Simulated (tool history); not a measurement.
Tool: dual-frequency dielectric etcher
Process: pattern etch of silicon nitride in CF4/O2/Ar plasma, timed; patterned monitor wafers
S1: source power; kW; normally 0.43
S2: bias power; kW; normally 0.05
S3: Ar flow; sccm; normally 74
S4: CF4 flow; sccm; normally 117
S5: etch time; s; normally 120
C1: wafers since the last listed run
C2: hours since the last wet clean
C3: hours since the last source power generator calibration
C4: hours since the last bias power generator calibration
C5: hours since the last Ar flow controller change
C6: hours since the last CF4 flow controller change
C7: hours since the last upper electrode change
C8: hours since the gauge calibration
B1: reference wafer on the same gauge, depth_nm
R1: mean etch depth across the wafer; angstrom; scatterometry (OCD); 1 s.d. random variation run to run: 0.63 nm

| run | hour | S1 | S2 | S3 | S4 | S5 | C1 | C2 | C3 | C4 | C5 | C6 | C7 | C8 | B1 | R1 |
|---|---|---|---|---|---|---|---|---|---|---|---|---|---|---|---|---|
| 1 | 0 | 0.39 | 0.05 | 74 | 117 | 94.5 | 0 | 51.5 | 2456.3 | 3419.5 | 137.8 | 2396.7 | 4183.4 | 689.8 | 195 | 1660 |
| 2 | 29.8 | 0.43 | 0.05 | 74 | 117 | 120 | 242 | 81.3 | 2486.1 | 3449.3 | 167.6 | 2426.5 | 4213.2 | 719.6 | 194.9 | 2340 |
| 3 | 57 | 0.43 | 0.05 | 74 | 117 | 120 | 221 | 108.5 | 2513.3 | 3476.5 | 194.8 | 2453.7 | 4240.4 | 746.8 | 195.1 | 2349 |
| 4 | 94.1 | 0.43 | 0.05 | 74 | 117 | 120 | 302 | 145.6 | 2550.4 | 3513.6 | 231.9 | 2490.8 | 4277.5 | 783.9 | 194.9 | 2349 |
| 5 | 139.2 | 0.43 | 0.05 | 74 | 117 | 120 | 367 | 190.7 | 2595.5 | 3558.7 | 277 | 2535.9 | 4322.6 | 829 | 195.1 | 2360 |
|  | 198.6 | bias power generator calibrated |
|  | 256.4 | gauge calibrated |
| 6 | 269.8 | 0.43 | 0.06 | 86 | 117 | 120 | 1031 | 321.3 | 2726.1 | 71.2 | 407.6 | 2666.5 | 4453.2 | 13.4 | 195 | 2521 |
|  | 296.1 | CF4 flow controller replaced |
| 7 | 322.5 | 0.43 | 0.05 | 74 | 117 | 104 | 380 | 374 | 2778.8 | 123.9 | 460.3 | 26.4 | 4505.9 | 66.1 | 195.2 | 2051 |
|  | 344.7 | source power generator calibrated |
| 8 | 370.4 | 0.33 | 0.05 | 87 | 138 | 88.5 | 357 | 421.9 | 25.7 | 171.8 | 508.2 | 74.3 | 4553.8 | 114 | 195.1 | 1304 |
| 9 | 401.9 | 0.43 | 0.05 | 74 | 117 | 120 | 256 | 453.4 | 57.2 | 203.3 | 539.7 | 105.8 | 4585.3 | 145.5 | 194.8 | 2362 |
| 10 | 458.2 | 0.47 | 0.05 | 81 | 127 | 135 | 458 | 509.7 | 113.5 | 259.6 | 596 | 162.1 | 4641.6 | 201.8 | 195 | 2922 |
|  | 501.3 | upper electrode replaced, of another model than before |
| 11 | 501.8 | 0.43 | 0.05 | 74 | 117 | 120 | 159 | 553.3 | 157.1 | 303.2 | 639.6 | 205.7 | 0.5 | 245.4 | 194.7 | 2380 |
|  | 578.1 | wet clean of the chamber |
| 12 | 578.6 | 0.43 | 0.042 | 74 | 117 | 120 | 430 | 0.5 | 233.9 | 380 | 716.4 | 282.5 | 77.3 | 322.2 | 195 | 2223 |
| 13 | 582.2 | 0.43 | 0.039 | 60 | 117 | 132.5 | 29 | 4.1 | 237.5 | 383.6 | 720 | 286.1 | 80.9 | 325.8 | 194.8 | 2458 |
| 14 | 615.8 | 0.36 | 0.06 | 74 | 95 | 141 | 273 | 37.7 | 271.1 | 417.2 | 753.6 | 319.7 | 114.5 | 359.4 | 194.9 | 2254 |
| 15 | 653.2 | 0.43 | 0.041 | 74 | 98 | 120 | 304 | 75.1 | 308.5 | 454.6 | 791 | 357.1 | 151.9 | 396.8 | 194.9 | 2187 |
| 16 | 696.9 | 0.43 | 0.05 | 92 | 117 | 120 | 355 | 118.8 | 352.2 | 498.3 | 834.7 | 400.8 | 195.6 | 440.5 | 195.1 | 2301 |
| 17 | 741.1 | 0.43 | 0.044 | 74 | 117 | 99 | 359 | 163 | 396.4 | 542.5 | 878.9 | 445 | 239.8 | 484.7 | 195.1 | 1859 |
| 18 | 776.9 | 0.43 | 0.05 | 74 | 117 | 120 | 291 | 198.8 | 432.2 | 578.3 | 914.7 | 480.8 | 275.6 | 520.5 | 195 | 2353 |
| 19 | 805.5 | 0.43 | 0.045 | 74 | 96 | 131.5 | 232 | 227.4 | 460.8 | 606.9 | 943.3 | 509.4 | 304.2 | 549.1 | 195.2 | 2466 |
| 20 | 860.8 | 0.43 | 0.05 | 74 | 117 | 120 | 450 | 282.7 | 516.1 | 662.2 | 998.6 | 564.7 | 359.5 | 604.4 | 194.7 | 2369 |
| 21 | 930.3 | 0.43 | 0.05 | 74 | 117 | 120 | 566 | 352.2 | 585.6 | 731.7 | 1068.1 | 634.2 | 429 | 673.9 | 194.7 | 2366 |

Predict each of these 4 candidate next runs independently; none follows another, all start after run 21:
| A | 930.8 | 0.43 | 0.054 | 74 | 117 | 120 | 4 | 352.7 | 586.1 | 732.2 | 1068.6 | 634.7 | 429.5 | 674.4 | ? | ? |
| B | 930.8 | 0.48 | 0.05 | 64 | 117 | 120 | 4 | 352.7 | 586.1 | 732.2 | 1068.6 | 634.7 | 429.5 | 674.4 | ? | ? |
| C | 930.8 | 0.43 | 0.045 | 80 | 132 | 135.5 | 4 | 352.7 | 586.1 | 732.2 | 1068.6 | 634.7 | 429.5 | 674.4 | ? | ? |
| D | 930.8 | 0.54 | 0.05 | 85 | 94 | 130.5 | 4 | 352.7 | 586.1 | 732.2 | 1068.6 | 634.7 | 429.5 | 674.4 | ? | ? |

| run | B1 | R1 |
|---|---|---|
| A | 195.2 | 2422 |
| B | 195.2 | 2764 |
| C | 195.2 | 2591 |
| D | 195.2 | 3329 |
Without the tool's unlogged condition, the same runs would have read:
| run | R1 |
|---|---|
| A | 2397 |
| B | 2736 |
| C | 2564 |
| D | 3295 |
